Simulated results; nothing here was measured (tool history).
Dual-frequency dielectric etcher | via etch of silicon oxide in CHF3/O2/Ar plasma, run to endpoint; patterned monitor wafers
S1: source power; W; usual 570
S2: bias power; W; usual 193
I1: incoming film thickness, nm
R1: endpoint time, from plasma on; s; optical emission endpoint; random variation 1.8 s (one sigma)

Run 1, hour 0: usual settings but S1 680 W; I1 617.3. Result: R1 285.2 s.
Run 2, hour 31.5: usual settings but S1 680 W; I1 621.6. Result: R1 287.8 s.
At hour 59: wet clean of the chamber.
Run 3, hour 88.2: usual settings but S1 680 W; I1 625.1. Result: R1 295.5 s.
Run 4, hour 156.1: usual settings but S1 480 W, S2 161 W; I1 624.7. Result: R1 355.9 s.
Run 5, hour 188: usual settings; I1 622. Result: R1 309.6 s.
Run 6, hour 244.1: usual settings but S1 460 W, S2 219 W; I1 625.2. Result: R1 320.8 s.
Run 7, hour 307.9: usual settings but S1 650 W; I1 628.6. Result: R1 299.3 s.
Run 8, hour 355.3: usual settings but S1 650 W; I1 623.1. Result: R1 294.2 s.
At hour 453.1: bias power generator calibrated.
At hour 484.1: source power generator calibrated.
Run 9, hour 519.2: usual settings but S1 650 W; I1 625.8. Result: R1 290.1 s.
Run 10, hour 553.9: usual settings but S1 620 W; I1 629.6. Result: R1 296.4 s.
Run 11, hour 581.2: usual settings but S1 620 W; I1 627. Result: R1 296.5 s.
At hour 605.5: wet clean of the chamber.
Run 12, hour 640.9: usual settings; I1 625.1. Result: R1 314 s.
Run 13, hour 677.3: usual settings but S1 690 W, S2 219 W; I1 619.1. Result: R1 279.9 s.
Run 14, hour 707.6: usual settings but S2 229 W; I1 627.3. Result: R1 297.8 s.
Run 15, hour 747.6: usual settings; I1 626.1. Result: R1 315.3 s.
At hour 797.4: upper electrode replaced, of another model than before.
Run 16, hour 797.9: usual settings but S2 179 W; I1 630.1. Result: R1 323.6 s.
Run 17, hour 819.6: usual settings but S1 620 W, S2 154 W; I1 621.7. Result: R1 339.9 s.
Run 18, hour 870.1: usual settings but S1 630 W, S2 238 W; I1 626.1. Result: R1 272.7 s.
Run 19, hour 906.3: usual settings but S1 520 W, S2 220 W; I1 627.8. Result: R1 300.8 s.
Run 20, hour 943: usual settings; I1 628.5. Result: R1 311.6 s.
Run 21, hour 985.9: usual settings but S1 450 W; I1 618.5. Result: R1 321.9 s.
Run 22, hour 1021.3: usual settings but S2 226 W; I1 627.3. Result: R1 286.8 s.
At hour 1191: wet clean of the chamber.
Run 23, hour 1215.3: usual settings but S1 470 W, S2 150 W; I1 619.2. Result: R1 367.9 s.

Forecast each of these 5 alternatives for the next run:
Run A, hour 1215.8: usual settings but S1 510 W; I1 626.4. Result: R1 ?.
Run B, hour 1215.8: usual settings but S1 510 W, S2 173 W; I1 626.4. Result: R1 ?.
Run C, hour 1215.8: usual settings but S1 490 W; I1 626.4. Result: R1 ?.
Run D, hour 1215.8: usual settings but S1 460 W; I1 626.4. Result: R1 ?.
Run E, hour 1215.8: usual settings but S2 212 W; I1 626.4. Result: R1 ?.

run     R1
  A  325.2
  B  343.1
  C  328.5
  D  333.6
  E  302.2
Without the tool's hidden state the same runs would have given:
run     R1
  A    325
  B  342.8
  C  328.3
  D  333.4
  E    302
